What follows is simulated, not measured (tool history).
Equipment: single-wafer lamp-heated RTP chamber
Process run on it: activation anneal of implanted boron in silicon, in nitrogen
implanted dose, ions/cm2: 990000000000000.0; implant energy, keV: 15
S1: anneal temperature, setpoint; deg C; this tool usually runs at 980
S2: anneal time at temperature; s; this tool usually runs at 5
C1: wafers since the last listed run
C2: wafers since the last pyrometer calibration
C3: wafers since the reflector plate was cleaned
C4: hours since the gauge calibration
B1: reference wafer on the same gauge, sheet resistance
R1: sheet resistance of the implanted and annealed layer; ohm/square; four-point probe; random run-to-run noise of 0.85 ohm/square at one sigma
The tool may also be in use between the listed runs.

run	day	S1	S2	C1	C2	C3	C4	B1	R1
1	0	980	3	0	2033	1874	60	173.92	151.72
2	1.296	980	3	691	2724	2565	91.1	173.89	151.98
3	2.712	990	5	755	3480	3320	125.1	173.91	143.99
# day 3.579: pyrometer window cleaned and pyrometer calibrated
4	3.671	990	5	333	49	3653	148.1	173.99	149.04
# day 4.238: reflector plate cleaned
5	4.258	980	5	135	185	10	162.2	173.99	156.15
6	5.412	980	5	615	800	626	189.9	174.17	152.21
7	6.246	980	5	444	1245	1070	209.9	174.03	152.05
8	7.35	992	5	588	1833	1659	236.4	173.87	141.55
9	8.179	980	5	442	2276	2101	256.3	174.19	151.1
10	8.896	980	5	382	2658	2483	273.5	173.92	151.4
# day 9.775: gauge calibrated
11	10.004	1003	8	591	3249	3074	5.5	173.96	136.64
12	10.854	968	3	453	3702	3527	25.9	174.32	164.61
13	11.471	970	7	328	4031	3856	40.7	174.01	157.92
# day 12.388: reflector plate cleaned
14	12.408	980	5	322	4353	12	63.2	174.16	148.95
15	12.812	957	3	215	4569	227	72.9	174.09	176.65
# day 13.8: pyrometer window cleaned and pyrometer calibrated
16	13.821	1003	4	359	10	587	97.1	174.16	142.46
17	15.033	991	4	646	657	1234	126.2	174.18	147.14
18	15.825	999	3	422	1079	1656	145.2	173.92	142.07
19	17.208	991	4	737	1816	2394	178.4	174	144
20	17.971	980	5	406	2223	2800	196.7	173.93	150.12

Selected run-to-run steps in R1, each split into two signed amounts: the part the tool would show with no hidden state at all (from settings, incoming material and random variation), and the remainder, which goes to the hidden state together with any gauge scatter not common to the measured and the hidden-state-free results:
Hidden conditions of the tool in this case: true wafer temperature minus pyrometer reading, K; wafer temperature error from the tarnished reflector plate, K; gauge reads high (%).
Run 11 -> 12: S1 1003 -> 968, S2 8 -> 3. R1 +27.97 ohm/square: hidden state -8.08, all else +36.05.
Run 15 -> 16: S1 957 -> 1003, S2 3 -> 4, pyrometer window cleaned and pyrometer calibrated. R1 -34.19 ohm/square: hidden state +15.11, all else -49.3.
